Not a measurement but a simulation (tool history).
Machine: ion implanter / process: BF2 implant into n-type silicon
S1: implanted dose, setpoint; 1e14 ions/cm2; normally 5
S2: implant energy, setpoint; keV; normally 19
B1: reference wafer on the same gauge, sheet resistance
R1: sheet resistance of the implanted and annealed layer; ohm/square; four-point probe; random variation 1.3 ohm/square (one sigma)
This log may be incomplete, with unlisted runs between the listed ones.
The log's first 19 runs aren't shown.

run,day,S1,S2,B1,R1
20,40.575,5.71,22,297.95,229.03
21,41.729,5.65,17,298.31,238.05
22,43.875,5,13.5,297.98,270.67
# day 46.238: Faraday cup replaced and dose calibrated
23,46.258,4,21,298.11,296.76
# day 46.904: extraction supply calibrated
24,47.75,3.7,16.5,297.91,324.92
25,49.375,5,19,297.86,247.72
26,51.242,5.97,19,298.15,217.91
27,52.304,5,19,297.79,250.02
28,54.454,5,19,298.23,251.81
29,56.179,5,19,297.65,254.01
30,58.438,5,19,297.97,253.52
31,61.2,3.51,15.5,297.99,349.15
32,63.408,4.6,14,298.15,284.05
33,66.029,3.81,13.5,298.05,331.22
34,67.196,6.28,21.5,298.17,209.33
35,68.475,4.57,25.5,297.86,269.72

Each row is a separate what-if for the run after 35, all from the same tool condition, not one after another. Results?
A,68.492,5,19,?,?
B,68.492,6.05,24.5,?,?
C,68.492,6.06,23,?,?
D,68.492,5,25,?,?
E,68.492,4.28,25.5,?,?

run,B1,R1
A,297.84,254.99
B,297.84,212.44
C,297.84,213.49
D,297.84,248.93
E,297.84,283.76
With no hidden state in the tool, these same runs would have given:
run,R1
A,248.39
B,206.94
C,208.02
D,242.35
E,276.19
